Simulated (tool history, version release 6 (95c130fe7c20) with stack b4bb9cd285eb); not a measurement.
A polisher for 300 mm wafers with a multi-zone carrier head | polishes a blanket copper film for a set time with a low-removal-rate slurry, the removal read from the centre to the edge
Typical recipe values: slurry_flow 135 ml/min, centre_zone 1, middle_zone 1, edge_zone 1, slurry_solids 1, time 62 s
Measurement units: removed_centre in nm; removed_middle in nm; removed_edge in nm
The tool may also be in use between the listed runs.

| run | day | slurry_flow | centre_zone | middle_zone | edge_zone | slurry_solids | time | wafers since the last listed run | wafers polished on this pad | hours since the slurry nozzle was cleaned | hours since the centre zone pressure was calibrated | hours since the edge zone pressure was calibrated | hours since the carrier head's membrane was replaced | incoming thickness of the incoming film, nm | removed_centre | removed_middle | removed_edge |
|---|---|---|---|---|---|---|---|---|---|---|---|---|---|---|---|---|---|
| 1 | 0 | 135 | 1 | 1 | 1 | 1 | 62 | 0 | 1694 | 14.7 | 503.1 | 779.4 | 752.5 | 737 | 236.6 | 247.4 | 251.5 |
| 2 | 2.938 | 135 | 1 | 1 | 1 | 1 | 62 | 639 | 2334 | 85.2 | 573.6 | 849.9 | 823 | 747.6 | 236 | 240.3 | 248.6 |
|  | 3.796 | worn pad replaced by a new one |
| 3 | 4.796 | 135 | 1 | 0.94 | 1 | 1 | 62 | 368 | 217 | 129.8 | 618.2 | 894.5 | 867.6 | 727.1 | 253.3 | 246.1 | 259.9 |
| 4 | 6.171 | 135 | 1 | 0.94 | 1 | 1 | 62 | 299 | 516 | 162.8 | 651.2 | 927.5 | 900.6 | 752.9 | 250.9 | 243 | 264.2 |
| 5 | 8.425 | 135 | 1 | 1 | 1 | 1 | 62 | 490 | 1007 | 216.9 | 705.3 | 981.6 | 954.7 | 744.5 | 245.6 | 250.1 | 260.3 |
|  | 9.525 | centre zone pressure recalibrated |
| 6 | 10.492 | 135 | 1 | 1 | 1 | 1 | 62 | 431 | 1438 | 266.5 | 23.2 | 1031.2 | 1004.3 | 751.7 | 242.9 | 244.1 | 254.6 |
| 7 | 11.667 | 135 | 1 | 1 | 1 | 1 | 62 | 255 | 1694 | 294.7 | 51.4 | 1059.4 | 1032.5 | 741.9 | 237.5 | 248.4 | 251.6 |
| 8 | 14.408 | 135 | 1 | 1 | 1 | 1 | 62 | 596 | 2291 | 360.5 | 117.2 | 1125.2 | 1098.3 | 740.9 | 235.2 | 236.3 | 244.7 |
|  | 16.175 | worn pad replaced by a new one |
| 9 | 16.421 | 135 | 1 | 1 | 1 | 1 | 62 | 401 | 53 | 408.8 | 165.5 | 1173.5 | 1146.6 | 738.8 | 251.5 | 257.2 | 263.1 |
| 10 | 17.696 | 135 | 1 | 0.9 | 1.1 | 1.1 | 73 | 277 | 330 | 439.4 | 196.1 | 1204.1 | 1177.2 | 743 | 302.6 | 283.1 | 329.6 |
|  | 19.075 | edge zone pressure recalibrated |
| 11 | 20.154 | 135 | 1 | 1 | 1 | 1 | 62 | 516 | 847 | 498.4 | 255.1 | 25.9 | 1236.2 | 740.4 | 250.9 | 250.7 | 256.5 |
| 12 | 21.388 | 150 | 1 | 1 | 1 | 1 | 81 | 268 | 1116 | 528 | 284.7 | 55.5 | 1265.8 | 739.4 | 327.9 | 332.5 | 337.1 |
| 13 | 24.158 | 135 | 1 | 1 | 0.9 | 1 | 62 | 602 | 1719 | 594.5 | 351.2 | 122 | 1332.3 | 743.6 | 240.8 | 244.1 | 244.1 |
| 14 | 25.725 | 155 | 1 | 1 | 1.04 | 1 | 54 | 340 | 2059 | 632.1 | 388.8 | 159.6 | 1369.9 | 739.1 | 211.4 | 214.4 | 222.9 |
| 15 | 26.933 | 155 | 1 | 1 | 1.04 | 1 | 54 | 262 | 2322 | 661.1 | 417.8 | 188.6 | 1398.9 | 743.7 | 211.6 | 219.9 | 217.9 |
|  | 27.471 | worn pad replaced by a new one |
| 16 | 29.571 | 135 | 1 | 1 | 1 | 1 | 62 | 537 | 457 | 724.4 | 481.1 | 251.9 | 1462.2 | 748 | 253 | 259.2 | 257.2 |
|  | 31.317 | carrier head's membrane replaced by a new one |
| 17 | 32.412 | 155 | 1 | 1 | 1.04 | 1 | 54 | 573 | 1030 | 792.6 | 549.3 | 320.1 | 26.3 | 734.4 | 217.2 | 223.9 | 230.9 |
|  | 32.55 | slurry nozzle cleaned |
| 18 | 34.983 | 135 | 1 | 1.11 | 1 | 1 | 62 | 550 | 1580 | 58.4 | 611 | 381.8 | 88 | 749.7 | 243.4 | 269.8 | 254.3 |
|  | 37.004 | centre zone pressure recalibrated |
| 19 | 37.521 | 165 | 1 | 1.08 | 1 | 1 | 73 | 534 | 2114 | 119.3 | 12.4 | 442.7 | 148.9 | 732.3 | 290.2 | 319.9 | 301.6 |
|  | 39.138 | worn pad replaced by a new one |
| 20 | 42.788 | 135 | 1 | 1 | 1 | 1 | 43 | 1109 | 794 | 245.7 | 138.8 | 569.1 | 275.3 | 746.2 | 170.8 | 172.9 | 182.2 |
| 21 | 48.4 | 135 | 1 | 1 | 0.93 | 1 | 62 | 1221 | 2015 | 380.4 | 273.5 | 703.8 | 410 | 739.7 | 237.1 | 242.8 | 235.6 |
|  | 50.488 | worn pad replaced by a new one |
| 22 | 51.067 | 135 | 1.05 | 0.9 | 1.05 | 1 | 62 | 544 | 125 | 444.4 | 337.5 | 767.8 | 474 | 751.2 | 266.2 | 237.4 | 273.9 |

What the log doesn't show, run by run:
slurry flow missing at the pad, %: 0 at every run
deviation of the centre zone's pressure from its setpoint, %: 0 at every run
deviation of the edge zone's pressure from its setpoint, %: 0 at every run
H1: removal rate lost through wear of the pad, %
| run | H1 |
|---|---|
| 1 | 6.03 |
| 2 | 8.12 |
| 3 | 1.53 |
| 4 | 2.51 |
| 5 | 4.12 |
| 6 | 5.6 |
| 7 | 6.44 |
| 8 | 8.39 |
| 9 | 1.06 |
| 10 | 1.97 |
| 11 | 3.72 |
| 12 | 4.6 |
| 13 | 6.58 |
| 14 | 7.7 |
| 15 | 8.56 |
| 16 | 2.03 |
| 17 | 4.06 |
| 18 | 5.9 |
| 19 | 7.71 |
| 20 | 3.9 |
| 21 | 7.9 |
| 22 | 0.848 |

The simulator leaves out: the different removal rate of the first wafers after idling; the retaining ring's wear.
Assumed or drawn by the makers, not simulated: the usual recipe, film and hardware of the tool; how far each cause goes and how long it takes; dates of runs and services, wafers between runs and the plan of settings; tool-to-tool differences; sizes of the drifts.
